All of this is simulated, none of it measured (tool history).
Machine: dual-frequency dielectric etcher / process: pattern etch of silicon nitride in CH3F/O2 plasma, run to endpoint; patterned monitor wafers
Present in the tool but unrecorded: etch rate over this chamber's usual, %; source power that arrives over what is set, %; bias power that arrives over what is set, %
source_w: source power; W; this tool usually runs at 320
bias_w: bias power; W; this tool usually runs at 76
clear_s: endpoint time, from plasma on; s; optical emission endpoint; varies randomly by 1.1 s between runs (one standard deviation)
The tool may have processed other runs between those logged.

run     day  source_w  bias_w  wafers since the last listed run  hours since the last wet clean  hours since the last source power generator calibration  hours since the last bias power generator calibration  hours since the last upper electrode change  incoming incoming film thickness, nm  clear_s
  1   0.000       320      76                                 0                           111.2                                                   3969.9                                                 3780.4                                       2741.3                                 109.2    137.4
  2   2.117       320      76                               397                           162.0                                                   4020.7                                                 3831.2                                       2792.1                                 109.2    137.5
  3   5.100       320      76                               560                           233.6                                                   4092.3                                                 3902.8                                       2863.7                                 110.0    137.4
  4   6.721       320      76                               304                           272.5                                                   4131.2                                                 3941.7                                       2902.6                                 109.3    138.1
  5   7.892       320      76                               220                           300.6                                                   4159.3                                                 3969.8                                       2930.7                                 109.1    138.7
  6   9.629       320      76                               326                           342.3                                                   4201.0                                                 4011.5                                       2972.4                                 110.2    141.1
  7  11.054       320      76                               267                           376.5                                                   4235.2                                                 4045.7                                       3006.6                                 111.4    142.6
  8  12.667       320      76                               303                           415.2                                                   4273.9                                                 4084.4                                       3045.3                                 108.4    138.9
  9  13.858       320      76                               223                           443.8                                                   4302.5                                                 4113.0                                       3073.9                                 108.9    140.3
     16.767  -- wet clean of the chamber
 10  16.788       320      76                               362                             0.5                                                   4372.8                                                 4183.3                                       3144.2                                 109.7    133.2
 11  19.258       320      76                               464                            59.8                                                   4432.1                                                 4242.6                                       3203.5                                 110.3    135.4
 12  22.071       320      76                               528                           127.3                                                   4499.6                                                 4310.1                                       3271.0                                 108.9    135.3
 13  24.246       320      76                               408                           179.5                                                   4551.8                                                 4362.3                                       3323.2                                 109.9    138.6
 14  27.154       260      83                               546                           249.3                                                   4621.6                                                 4432.1                                       3393.0                                 109.7    145.0
 15  28.162       240      91                               189                           273.5                                                   4645.8                                                 4456.3                                       3417.2                                 110.9    146.0
 16  30.029       320      94                               350                           318.3                                                   4690.6                                                 4501.1                                       3462.0                                 110.5    128.3
     30.438  -- source power generator calibrated
 17  31.533       290      60                               251                           354.4                                                     26.3                                                 4537.2                                       3498.1                                 109.3    155.3
     33.508  -- bias power generator calibrated
 18  34.200       320      76                               469                           418.4                                                     90.3                                                   16.6                                       3562.1                                 108.2    138.9
     37.054  -- wet clean of the chamber
 19  37.075       300      64                               352                             0.5                                                    159.3                                                   85.6                                       3631.1                                 111.2    147.1
     38.304  -- upper electrode replaced
 20  38.325       320      85                                46                            30.5                                                    189.3                                                  115.6                                          0.5                                 110.6    128.8
 21  39.042       320      76                               134                            47.7                                                    206.5                                                  132.8                                         17.7                                 110.3    135.7
 22  46.425       320      76                              1387                           224.9                                                    383.7                                                  310.0                                        194.9                                 109.9    136.7
 23  47.912       320      76                               279                           260.6                                                    419.4                                                  345.7                                        230.6                                 109.9    138.4
 24  49.425       320      76                               284                           296.9                                                    455.7                                                  382.0                                        266.9                                 110.3    138.3
 25  50.558       320      76                               213                           324.1                                                    482.9                                                  409.2                                        294.1                                 109.8    137.9
 26  52.792       320      67                               419                           377.7                                                    536.5                                                  462.8                                        347.7                                 110.4    146.1
 27  54.254       390      69                               274                           412.8                                                    571.6                                                  497.9                                        382.8                                 110.8    135.9
 28  56.033       320      61                               334                           455.5                                                    614.3                                                  540.6                                        425.5                                 110.0    149.3
     57.229  -- wet clean of the chamber
 29  60.629       340      91                               675                            81.6                                                    724.6                                                  650.9                                        535.8                                 109.7    125.2
 30  63.000       400      61                               445                           138.5                                                    781.5                                                  707.8                                        592.7                                 109.8    135.1
 31  64.208       320      76                               227                           167.5                                                    810.5                                                  736.8                                        621.7                                 109.4    136.8
 32  66.150       320      62                               364                           214.1                                                    857.1                                                  783.4                                        668.3                                 109.3    146.2
 33  68.558       360      90                               452                           271.9                                                    914.9                                                  841.2                                        726.1                                 109.6    125.1
 34  71.475       250      63                               548                           341.9                                                    984.9                                                  911.2                                        796.1                                 108.7    159.6

Results per run with the tool's hidden condition removed, run-to-run variation unchanged:
run  clear_s
  1    134.9
  2    134.3
  3    133.2
  4    133.3
  5    133.4
  6    135.1
  7    136.0
  8    131.9
  9    132.8
 10    133.2
 11    134.6
 12    133.5
 13    135.9
 14    141.2
 15    141.7
 16    123.9
 17    149.5
 18    132.7
 19    148.0
 20    129.1
 21    135.8
 22    134.2
 23    135.4
 24    134.7
 25    133.9
 26    141.1
 27    130.7
 28    142.9
 29    123.7
 30    132.8
 31    133.9
 32    142.5
 33    121.1
 34    153.3
